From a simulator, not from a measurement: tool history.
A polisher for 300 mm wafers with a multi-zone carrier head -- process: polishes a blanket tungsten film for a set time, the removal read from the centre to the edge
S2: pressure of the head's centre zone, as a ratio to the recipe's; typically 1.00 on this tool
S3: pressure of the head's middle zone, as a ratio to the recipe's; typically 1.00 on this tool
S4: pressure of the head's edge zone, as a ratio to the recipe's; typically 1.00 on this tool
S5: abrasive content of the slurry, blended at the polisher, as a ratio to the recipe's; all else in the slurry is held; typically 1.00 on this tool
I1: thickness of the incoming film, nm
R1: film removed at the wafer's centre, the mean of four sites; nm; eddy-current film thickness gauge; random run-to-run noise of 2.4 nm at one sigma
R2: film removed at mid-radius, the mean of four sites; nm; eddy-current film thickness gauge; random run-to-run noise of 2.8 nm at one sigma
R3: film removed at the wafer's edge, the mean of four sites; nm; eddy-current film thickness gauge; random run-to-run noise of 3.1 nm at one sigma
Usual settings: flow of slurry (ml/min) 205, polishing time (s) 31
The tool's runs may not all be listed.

run 1 hour=0.0 | flow_of_slurry_(ml/min)=205 S2=1.00 S3=1.00 S4=1.00 S5=1.00 polishing_time_(s)=31 | I1=607.0 | R1=214.2 R2=225.2 R3=223.2
run 2 hour=29.6 | flow_of_slurry_(ml/min)=205 S2=1.00 S3=1.00 S4=1.00 S5=1.00 polishing_time_(s)=31 | I1=618.3 | R1=215.3 R2=226.0 R3=218.2
-- hour=31.2 slurry nozzle cleaned
run 3 hour=53.4 | flow_of_slurry_(ml/min)=205 S2=1.00 S3=1.00 S4=1.00 S5=1.00 polishing_time_(s)=31 | I1=613.0 | R1=215.8 R2=223.5 R3=225.1
-- hour=60.5 carrier head's membrane replaced by a new one
run 4 hour=74.7 | flow_of_slurry_(ml/min)=205 S2=1.00 S3=1.00 S4=1.00 S5=1.00 polishing_time_(s)=31 | I1=609.5 | R1=208.4 R2=223.5 R3=219.7
run 5 hour=88.7 | flow_of_slurry_(ml/min)=205 S2=0.93 S3=1.00 S4=1.00 S5=1.00 polishing_time_(s)=31 | I1=600.7 | R1=197.9 R2=221.8 R3=220.7
-- hour=112.1 worn pad replaced by a new one
run 6 hour=112.6 | flow_of_slurry_(ml/min)=225 S2=1.00 S3=1.00 S4=1.00 S5=1.00 polishing_time_(s)=21 | I1=619.1 | R1=144.7 R2=154.8 R3=147.5
-- hour=137.2 edge zone pressure recalibrated
run 7 hour=142.2 | flow_of_slurry_(ml/min)=145 S2=1.07 S3=1.00 S4=1.00 S5=1.00 polishing_time_(s)=31 | I1=618.1 | R1=210.2 R2=210.3 R3=220.9
run 8 hour=168.6 | flow_of_slurry_(ml/min)=205 S2=1.00 S3=1.00 S4=0.90 S5=1.00 polishing_time_(s)=20 | I1=607.3 | R1=137.7 R2=143.0 R3=141.0
run 9 hour=181.1 | flow_of_slurry_(ml/min)=140 S2=1.05 S3=1.00 S4=1.00 S5=1.00 polishing_time_(s)=35 | I1=602.9 | R1=236.5 R2=239.6 R3=242.4
run 10 hour=194.0 | flow_of_slurry_(ml/min)=175 S2=1.00 S3=1.00 S4=1.00 S5=0.75 polishing_time_(s)=31 | I1=608.5 | R1=184.8 R2=203.5 R3=197.0
run 11 hour=222.4 | flow_of_slurry_(ml/min)=140 S2=1.00 S3=1.00 S4=1.10 S5=1.00 polishing_time_(s)=31 | I1=600.9 | R1=198.0 R2=211.4 R3=220.4
run 12 hour=253.2 | flow_of_slurry_(ml/min)=205 S2=1.00 S3=1.00 S4=1.00 S5=1.00 polishing_time_(s)=31 | I1=621.1 | R1=205.1 R2=220.5 R3=221.2
-- hour=280.0 worn pad replaced by a new one
run 13 hour=288.2 | flow_of_slurry_(ml/min)=205 S2=1.00 S3=1.00 S4=1.00 S5=1.00 polishing_time_(s)=23 | I1=618.9 | R1=153.2 R2=167.2 R3=164.3
-- hour=291.4 centre zone pressure recalibrated
run 14 hour=320.1 | flow_of_slurry_(ml/min)=205 S2=1.00 S3=1.00 S4=0.90 S5=1.00 polishing_time_(s)=42 | I1=609.8 | R1=266.5 R2=304.1 R3=294.8
run 15 hour=350.2 | flow_of_slurry_(ml/min)=205 S2=1.00 S3=1.00 S4=1.00 S5=1.00 polishing_time_(s)=31 | I1=613.2 | R1=192.0 R2=228.2 R3=220.1
run 16 hour=369.3 | flow_of_slurry_(ml/min)=205 S2=0.90 S3=1.00 S4=1.00 S5=1.00 polishing_time_(s)=31 | I1=608.4 | R1=182.1 R2=228.3 R3=222.4
run 17 hour=443.9 | flow_of_slurry_(ml/min)=255 S2=1.00 S3=0.95 S4=1.00 S5=1.00 polishing_time_(s)=31 | I1=602.7 | R1=199.9 R2=217.1 R3=223.9

Run 18 comes next. What will it give?
-- hour=457.1 slurry nozzle cleaned
-- hour=459.0 centre zone pressure recalibrated, repeated, since the last time left the tool worse
run 18 hour=459.5 | flow_of_slurry_(ml/min)=160 S2=1.00 S3=1.09 S4=0.95 S5=0.85 polishing_time_(s)=31 | I1=611.1 | R1=? R2=? R3=?

{"run 18": {"R1": 204.5, "R2": 222.0, "R3": 197.1}}
If the tool had no hidden condition, the same run with the same run-to-run variation would have returned R1 205.7 nm, R2 222.0 nm, R3 197.1 nm.
